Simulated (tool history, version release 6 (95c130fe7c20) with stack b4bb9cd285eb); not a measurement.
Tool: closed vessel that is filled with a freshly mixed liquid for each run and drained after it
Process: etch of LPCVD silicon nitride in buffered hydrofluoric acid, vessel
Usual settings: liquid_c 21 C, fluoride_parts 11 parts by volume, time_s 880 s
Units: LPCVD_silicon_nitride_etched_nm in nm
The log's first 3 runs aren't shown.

run,hour,liquid_c,fluoride_parts,time_s,"read-back film thickness of the LPCVD silicon nitride reference wafer, read on the same gauge (nm)",LPCVD_silicon_nitride_etched_nm
# hour 86.5: hydrofluoric acid flow meter replaced
4,128.5,23.5,11,880,150.06,10.81
5,174.8,23.5,11,880,150.01,10.81
6,223.6,21,12,880,149.99,8.74
7,287.1,17.5,11,880,150.01,7.88
8,312.3,21,11,880,150.01,9.56
9,337.3,21,11,880,150,9.57
10,362.1,21,11,880,149.95,9.55
11,394.6,18.5,11,1340,150.02,12.68
12,428.3,21,11,880,149.99,9.59
# hour 476.6: gauge calibrated
13,497.8,17,12.5,405,150.03,3.14
14,545.2,23,11,880,149.97,10.7
15,570.2,21,9,650,150.02,8.34
16,623.3,17.5,8,1360,150,16.36
# hour 670.4: thermometer replaced
17,670.9,21,11,1305,149.95,13.31
18,734.2,17.5,12.5,545,149.97,4.06
19,795.8,24,11,645,150.03,7.9
20,853.8,19.5,8,545,150.01,6.91
# hour 878.3: hydrofluoric acid flow meter replaced
21,918.5,21,11,880,150.02,9.18
22,978.7,17,11,880,149.93,7.35
23,1024.1,21,11,880,149.99,9.34
24,1090.4,17,14,1260,149.99,8.36
25,1128.2,25,7,880,150.01,17.78

Forecast run 26:
26,1162.2,21,12.5,880,?,?

Run 26 gave read-back film thickness of the LPCVD silicon nitride reference wafer, read on the same gauge (nm) 150.05, LPCVD_silicon_nitride_etched_nm 8.18 nm.
Without the tool's hidden state the same run would have given LPCVD_silicon_nitride_etched_nm 7.93 nm.
